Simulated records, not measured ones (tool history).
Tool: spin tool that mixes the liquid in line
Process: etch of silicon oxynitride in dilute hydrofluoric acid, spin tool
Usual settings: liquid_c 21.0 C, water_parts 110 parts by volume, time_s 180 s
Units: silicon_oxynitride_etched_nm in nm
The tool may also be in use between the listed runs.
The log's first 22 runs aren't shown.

run,hour,liquid_c,water_parts,time_s,wafers since the last listed run,hours since the thermometer was replaced,hours since the hydrofluoric acid flow meter was replaced,hours since the gauge calibration,"read-back film thickness of the silicon oxynitride reference wafer, read on the same gauge (nm)",silicon_oxynitride_etched_nm
23,1568.2,24.5,90,115,778,131.8,87.4,1114.3,146.681,2.219
24,1629.0,21.0,65,95,565,192.6,148.2,1175.1,147.029,2.132
25,1674.3,25.5,110,180,420,237.9,193.5,1220.4,147.276,2.901
26,1749.5,21.0,60,180,698,313.1,268.7,1295.6,147.716,4.427
27,1803.5,23.0,95,130,501,367.1,322.7,1349.6,148.001,2.209
28,1864.7,21.0,110,180,568,428.3,383.9,1410.8,148.378,2.351
29,1948.7,24.0,140,180,780,512.3,467.9,1494.8,148.840,2.055
30,2049.5,25.5,110,260,936,613.1,568.7,1595.6,149.368,4.147
# hour 2086.8: hydrofluoric acid flow meter replaced
31,2087.4,17.0,110,130,342,651.0,0.6,1633.5,149.608,1.416
32,2147.9,21.0,110,180,562,711.5,61.1,1694.0,149.944,2.396
33,2198.4,21.0,85,180,469,762.0,111.6,1744.5,150.206,3.076

Forecast each of these 4 alternatives for the next run:
A,2198.9,21.0,110,180,4,762.5,112.1,1745.0,?,?
B,2198.9,25.5,60,95,4,762.5,112.1,1745.0,?,?
C,2198.9,23.0,110,180,4,762.5,112.1,1745.0,?,?
D,2198.9,19.5,130,180,4,762.5,112.1,1745.0,?,?

run,"read-back film thickness of the silicon oxynitride reference wafer, read on the same gauge (nm)",silicon_oxynitride_etched_nm
A,150.241,2.377
B,150.241,2.974
C,150.241,2.615
D,150.241,1.844
Without the tool's hidden state the same runs would have given:
run,silicon_oxynitride_etched_nm
A,2.215
B,2.772
C,2.437
D,1.719

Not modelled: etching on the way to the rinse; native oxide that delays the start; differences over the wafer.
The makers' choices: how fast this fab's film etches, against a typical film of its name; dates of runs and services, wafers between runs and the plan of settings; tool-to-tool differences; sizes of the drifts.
